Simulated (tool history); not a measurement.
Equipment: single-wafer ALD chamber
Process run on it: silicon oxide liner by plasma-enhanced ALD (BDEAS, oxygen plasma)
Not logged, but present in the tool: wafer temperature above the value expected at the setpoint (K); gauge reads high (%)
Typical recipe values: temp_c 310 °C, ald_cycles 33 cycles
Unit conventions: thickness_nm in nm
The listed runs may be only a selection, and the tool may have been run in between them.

run	day	temp_c	ald_cycles	wafers since the last listed run	hours since the last thermocouple change	hours since the gauge calibration	read-back reference wafer on the same gauge, thickness_nm	thickness_nm
1	0	310	33	0	2156.4	687.1	3.133	2.97
2	2.771	310	33	772	2222.9	753.6	3.135	2.975
3	4.308	310	33	428	2259.8	790.5	3.14	2.974
4	7.279	310	33	828	2331.1	861.8	3.138	2.983
5	9.079	310	36	501	2374.3	905	3.143	3.257
6	10.296	310	36	339	2403.5	934.2	3.144	3.256
7	13.246	310	35	822	2474.3	1005	3.15	3.189
8	15.396	310	35	599	2525.9	1056.6	3.155	3.178
9	18.146	310	28	766	2591.9	1122.6	3.162	2.536
10	19.242	310	28	305	2618.2	1148.9	3.156	2.543
11	20.467	320	36	341	2647.6	1178.3	3.161	3.227
12	21.642	310	33	327	2675.8	1206.5	3.165	3.006
13	24.108	310	33	687	2735	1265.7	3.167	2.996
# day 26.712: gauge calibrated
14	29.296	310	33	1446	2859.5	62	3.12	2.952
15	30.304	310	33	281	2883.7	86.2	3.122	2.958
16	31.412	310	30	309	2910.3	112.8	3.119	2.688
17	32.658	310	33	347	2940.2	142.7	3.122	2.962
# day 33.321: thermocouple changed; heater temperature recalibrated
18	35.45	302	38	685	51.1	209.7	3.117	3.459
19	36.775	314	27	369	82.9	241.5	3.117	2.411
20	39.679	310	36	809	152.6	311.2	3.122	3.232
21	40.683	306	39	279	176.7	335.3	3.126	3.522
22	48.167	321	33	2086	356.3	514.9	3.124	2.93
23	49.567	310	33	390	389.9	548.5	3.127	2.97
24	51.475	324	35	532	435.7	594.3	3.129	3.094
25	52.692	299	33	339	464.9	623.5	3.13	3.002
26	55.254	310	31	714	526.4	685	3.129	2.78
27	62.608	324	33	2050	702.9	861.5	3.14	2.944

Alternative continuations, all from the tool just after run 27; predict every row:
A	62.625	310	33	4	703.3	861.9	?	?
B	62.625	310	37	4	703.3	861.9	?	?
C	62.625	296	30	4	703.3	861.9	?	?
D	62.625	305	36	4	703.3	861.9	?	?

run	read-back reference wafer on the same gauge, thickness_nm	thickness_nm
A	3.143	2.986
B	3.143	3.347
C	3.143	2.776
D	3.143	3.277
The same runs, with their run-to-run variation unchanged, on a tool lacking any hidden condition would have given:
run	thickness_nm
A	2.976
B	3.337
C	2.767
D	3.267
